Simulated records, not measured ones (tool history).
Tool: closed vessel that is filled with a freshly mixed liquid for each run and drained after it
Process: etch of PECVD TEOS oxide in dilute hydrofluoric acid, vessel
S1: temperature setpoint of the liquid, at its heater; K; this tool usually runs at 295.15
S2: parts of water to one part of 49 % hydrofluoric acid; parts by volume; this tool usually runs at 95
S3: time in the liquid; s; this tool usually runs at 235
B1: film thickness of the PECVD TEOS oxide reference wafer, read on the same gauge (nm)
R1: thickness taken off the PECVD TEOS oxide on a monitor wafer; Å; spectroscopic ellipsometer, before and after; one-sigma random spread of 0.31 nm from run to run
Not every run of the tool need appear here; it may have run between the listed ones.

run	hour	S1	S2	S3	B1	R1
1	0	295.15	95	235	119.93	468
2	156.2	295.15	95	235	120.02	465.8
3	261.1	295.15	95	235	120	468
4	322.1	295.15	95	235	119.99	473.1
5	426.2	295.15	95	235	120.03	476.4
6	519.1	295.15	55	235	120.01	864.5
7	596.5	295.15	105	235	120.04	433.5
# hour 649.7: thermometer replaced
8	688.9	295.15	95	235	119.98	450.9
9	778.6	295.15	95	235	119.99	456.3
10	873.2	295.15	95	235	120.01	455.8
# hour 889.9: hydrofluoric acid flow meter replaced
11	980.8	295.15	95	235	120.07	443.6
12	1033.7	295.15	95	235	119.96	440.8
13	1107.7	295.15	85	235	120	502.8
14	1172.7	296.15	95	235	120.02	463.4
15	1249.6	296.15	95	235	120.01	466.1
16	1355.1	296.15	95	235	120	472.9
17	1414.5	297.15	125	195	120.01	301.7
18	1467.6	293.65	65	235	119.97	642.6
# hour 1497.3: gauge calibrated
19	1515.5	298.15	95	235	120.06	518.9
20	1593.3	298.15	65	235	119.99	786.5
21	1644.5	291.65	95	165	120.04	278.6
22	1709.7	295.15	95	235	119.97	457.5
23	1784.1	295.15	115	295	120.01	473.3
24	1850.7	298.65	95	325	119.97	734.1
# hour 1867.8: thermometer replaced
25	1935.1	299.65	75	185	119.93	540.9
26	2006.6	291.65	95	295	120	483.4
27	2094.4	295.15	95	235	120	450.8
28	2138.6	295.15	95	235	120	448.6
29	2214.1	297.65	95	235	120.04	494.3
30	2299.7	295.15	95	235	120.04	451.5
31	2389.3	299.65	50	235	119.97	1098.6
32	2477.3	293.65	125	320	119.96	431.6

What if the next run were any one of these 3? Each begins from the tool's condition after run 32:
A	2478	295.15	95	235	?	?
B	2478	295.15	135	300	?	?
C	2478	297.65	140	125	?	?

run	B1	R1
A	119.93	451.1
B	119.93	387.2
C	119.93	170.4
Without the tool's hidden state the same runs would have given:
run	R1
A	424.1
B	364
C	160.2

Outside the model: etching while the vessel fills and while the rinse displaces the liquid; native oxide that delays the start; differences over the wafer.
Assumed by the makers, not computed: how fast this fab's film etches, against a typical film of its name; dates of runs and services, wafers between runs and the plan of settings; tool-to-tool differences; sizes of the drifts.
